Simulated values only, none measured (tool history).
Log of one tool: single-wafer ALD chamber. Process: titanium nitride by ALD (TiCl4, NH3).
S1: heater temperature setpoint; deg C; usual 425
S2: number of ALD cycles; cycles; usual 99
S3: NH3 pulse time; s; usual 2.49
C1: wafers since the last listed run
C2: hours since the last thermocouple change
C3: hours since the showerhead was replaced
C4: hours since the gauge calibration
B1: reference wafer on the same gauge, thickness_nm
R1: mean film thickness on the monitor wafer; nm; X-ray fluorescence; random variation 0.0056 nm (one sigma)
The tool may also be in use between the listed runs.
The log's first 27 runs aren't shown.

run    hour   S1   S2    S3   C1      C2     C3     C4     B1     R1
 28  2116.8  440   99  1.51  313   931.7  151.6  251.3  1.975  2.227
 29  2176.9  440  105  2.49  187   991.8  211.7  311.4  1.978  2.382
 30    2255  413   84  2.06  243  1069.9  289.8  389.5  1.982  1.896
 31    2327  425   99  1.98  224  1141.9  361.8  461.5  1.981  2.246
 32  2431.2  425   99  2.49  325  1246.1    466  565.7  1.985  2.264
 33  2501.2  432  112  2.49  218  1316.1    536  635.7  1.988  2.551
 34  2591.7  425   80  2.49  282  1406.6  626.5  726.2  1.987  1.833
 35    2653  425   99  2.49  191  1467.9  687.8  787.5  1.989  2.253
 36  2689.1  418   85  1.87  112    1504  723.9  823.6  1.988  1.924

4 ways to go on from here, each from the tool as it stands after run 36. What would each give?
  A  2689.7  431   99  2.49   1  1504.6  724.5  824.2   ?   ?
  B  2689.7  412   81  2.24   1  1504.6  724.5  824.2   ?   ?
  C  2689.7  431  114  2.09   1  1504.6  724.5  824.2   ?   ?
  D  2689.7  425   99  2.93   1  1504.6  724.5  824.2   ?   ?

run     B1     R1
  A  1.989  2.263
  B  1.989   1.84
  C  1.989  2.597
  D  1.989  2.272
Without the tool's hidden state the same runs would have given:
run     R1
  A  2.231
  B  1.814
  C   2.56
  D  2.239
